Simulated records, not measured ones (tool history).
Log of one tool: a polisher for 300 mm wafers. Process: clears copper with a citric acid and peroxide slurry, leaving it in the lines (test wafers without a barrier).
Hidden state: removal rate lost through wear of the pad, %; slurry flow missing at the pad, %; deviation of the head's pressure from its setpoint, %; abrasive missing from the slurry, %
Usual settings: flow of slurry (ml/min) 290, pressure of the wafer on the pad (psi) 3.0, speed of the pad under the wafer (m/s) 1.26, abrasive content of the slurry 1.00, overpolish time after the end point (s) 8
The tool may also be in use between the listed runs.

run	day	flow of slurry (ml/min)	pressure of the wafer on the pad (psi)	speed of the pad under the wafer (m/s)	abrasive content of the slurry	overpolish time after the end point (s)	wafers since the last listed run	wafers polished on this pad	hours since the slurry nozzle was cleaned	hours since the head pressure was calibrated	hours since the slurry blender was calibrated	incoming thickness of the incoming film, nm	time until the end point was called (s)	dishing of a wide line in a test structure (nm)
1	0.000	290	3.0	1.26	1.00	8	0	1665	186.4	414.4	254.1	311.9	119.7	13.6
# day 0.108: slurry blender recalibrated
# day 0.879: head pressure recalibrated
2	1.138	290	3.0	1.26	1.00	8	168	1833	213.7	6.2	24.7	312.1	109.5	14.9
# day 1.317: worn pad replaced by a new one
3	1.721	290	3.0	1.26	1.00	8	72	70	227.7	20.2	38.7	313.6	94.8	17.2
4	2.475	290	3.0	1.26	0.90	8	130	201	245.8	38.3	56.8	309.5	100.8	15.6
5	3.067	290	3.0	1.26	1.00	8	102	303	260.0	52.5	71.0	309.2	100.0	15.8
6	3.854	290	3.0	1.12	1.00	4	136	440	278.9	71.4	89.9	304.4	113.4	7.0
7	4.550	215	3.5	1.26	1.00	10	120	561	295.6	88.1	106.6	306.0	90.8	21.3
8	5.571	290	3.0	1.26	1.00	8	177	738	320.1	112.6	131.1	310.8	108.3	14.4
9	6.942	290	2.2	1.26	1.00	8	237	976	353.0	145.5	164.0	310.3	145.6	10.9
10	7.654	290	3.0	1.26	1.00	8	123	1099	370.1	162.6	181.1	311.7	111.0	14.3
11	8.971	290	3.0	0.94	1.00	8	228	1328	401.7	194.2	212.7	311.9	148.4	10.8
# day 9.296: slurry blender recalibrated
# day 10.146: worn pad replaced by a new one
12	10.312	385	3.8	1.26	0.90	8	189	28	433.9	226.4	24.4	311.3	75.4	21.4
13	11.371	290	3.0	1.26	1.00	8	183	212	459.3	251.8	49.8	309.5	98.3	15.8
14	12.021	290	3.0	1.26	1.00	8	112	325	474.9	267.4	65.4	311.0	100.8	15.6
15	13.129	290	3.0	1.26	1.00	12	192	517	501.5	294.0	92.0	306.2	105.7	22.5
16	13.842	290	3.0	1.26	1.00	8	123	641	518.6	311.1	109.1	309.7	106.6	14.9
17	14.829	290	3.0	1.26	1.00	8	171	812	542.3	334.8	132.8	310.4	107.2	14.7
# day 15.604: slurry nozzle cleaned
18	15.817	215	3.0	1.26	1.00	8	164	976	5.1	358.5	156.5	309.5	113.4	14.1
19	16.750	230	3.5	1.26	1.15	12	161	1138	27.5	380.9	178.9	316.0	98.4	24.1
# day 17.775: slurry blender recalibrated
20	17.796	340	3.3	1.26	1.30	8	167	1305	52.6	406.0	0.5	310.5	90.6	17.7
21	19.196	290	2.5	1.26	1.00	8	242	1548	86.2	439.6	34.1	303.0	123.5	12.9
# day 20.121: head pressure recalibrated
# day 20.717: worn pad replaced by a new one
22	21.167	290	3.0	1.26	1.00	8	298	78	133.5	25.1	81.4	308.0	95.5	16.8
23	22.267	290	2.4	1.10	1.00	8	190	269	159.9	51.5	107.8	315.9	147.4	11.0
24	23.650	290	3.0	1.26	1.00	8	240	509	193.1	84.7	141.0	305.7	102.2	15.0
25	24.725	290	3.0	1.54	1.00	8	186	695	218.9	110.5	166.8	309.4	90.1	17.8
26	25.775	290	3.0	1.26	1.00	8	182	877	244.1	135.7	192.0	311.4	112.4	14.6
# day 26.317: slurry blender recalibrated
27	26.346	290	2.3	1.48	0.70	11	84	962	257.8	149.4	0.7	309.0	120.3	17.2
28	27.142	290	3.5	1.10	1.00	3	138	1100	276.9	168.5	19.8	308.6	101.7	5.9

4 ways to go on from here, each from the tool as it stands after run 28. What would each give?
A	27.162	290	3.0	1.26	1.00	8	3	1104	277.4	169.0	20.3	311.8	?	?
B	27.162	260	3.0	1.46	1.00	8	3	1104	277.4	169.0	20.3	311.8	?	?
C	27.162	325	3.9	1.12	1.20	8	3	1104	277.4	169.0	20.3	311.8	?	?
D	27.162	290	3.7	1.46	1.00	8	3	1104	277.4	169.0	20.3	311.8	?	?

run	time until the end point was called (s)	dishing of a wide line in a test structure (nm)
A	104.3	15.0
B	91.4	17.1
C	86.1	18.1
D	73.4	21.0
Without the tool's hidden state the same runs would have given:
run	time until the end point was called (s)	dishing of a wide line in a test structure (nm)
A	91.6	17.0
B	80.2	19.3
C	75.6	20.5
D	64.5	23.7
